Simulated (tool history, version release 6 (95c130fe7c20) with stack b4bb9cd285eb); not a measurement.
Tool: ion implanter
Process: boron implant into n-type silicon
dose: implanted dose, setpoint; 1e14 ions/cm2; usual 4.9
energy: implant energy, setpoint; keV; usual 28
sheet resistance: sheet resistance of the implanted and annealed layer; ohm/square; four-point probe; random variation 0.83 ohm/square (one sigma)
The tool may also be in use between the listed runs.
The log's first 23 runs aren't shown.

| run | hour | dose | energy | wafers since the last listed run | hours since the last dose calibration | hours since the extraction supply was calibrated | hours since the gauge calibration | read-back reference wafer on the same gauge, sheet resistance | sheet resistance |
|---|---|---|---|---|---|---|---|---|---|
| 24 | 1190.5 | 5.74 | 36 | 1218 | 81.4 | 4284.7 | 1776.6 | 214.95 | 183.49 |
| 25 | 1221 | 4.9 | 28 | 955 | 111.9 | 4315.2 | 1807.1 | 214.97 | 216.57 |
| 26 | 1262 | 4.9 | 34 | 1283 | 152.9 | 4356.2 | 1848.1 | 214.89 | 209.93 |
|  | 1319.2 | extraction supply calibrated |
| 27 | 1331.9 | 4.9 | 28 | 1938 | 222.8 | 12.7 | 1918 | 214.9 | 215.4 |
| 28 | 1364.7 | 4.32 | 28 | 1027 | 255.6 | 45.5 | 1950.8 | 215.01 | 239.4 |
| 29 | 1416.4 | 6.25 | 28 | 1618 | 307.3 | 97.2 | 2002.5 | 215.24 | 177.01 |
|  | 1456.6 | gauge calibrated |
| 30 | 1605.5 | 5.45 | 23 | 5921 | 496.4 | 286.3 | 148.9 | 215.21 | 202.11 |
| 31 | 1656.1 | 6 | 22 | 1584 | 547 | 336.9 | 199.5 | 215.09 | 187.14 |
| 32 | 1700.2 | 4.9 | 28 | 1380 | 591.1 | 381 | 243.6 | 215.09 | 214.92 |
| 33 | 1725.2 | 5.51 | 31 | 782 | 616.1 | 406 | 268.6 | 215.15 | 195.12 |
| 34 | 1794.3 | 4.9 | 28 | 2163 | 685.2 | 475.1 | 337.7 | 215.04 | 216.96 |
| 35 | 1861.4 | 3.72 | 33.5 | 2101 | 752.3 | 542.2 | 404.8 | 214.95 | 265.79 |
| 36 | 1893.9 | 4.9 | 28 | 1017 | 784.8 | 574.7 | 437.3 | 215.08 | 216.38 |

Run 37 comes next. What will it give?
| 37 | 1918.3 | 4.9 | 28 | 764 | 809.2 | 599.1 | 461.7 | ? | ? |

read-back reference wafer on the same gauge, sheet resistance: 214.92
sheet resistance: 214.37 ohm/square
Without the tool's hidden state the same run would have given sheet resistance 214.37 ohm/square.
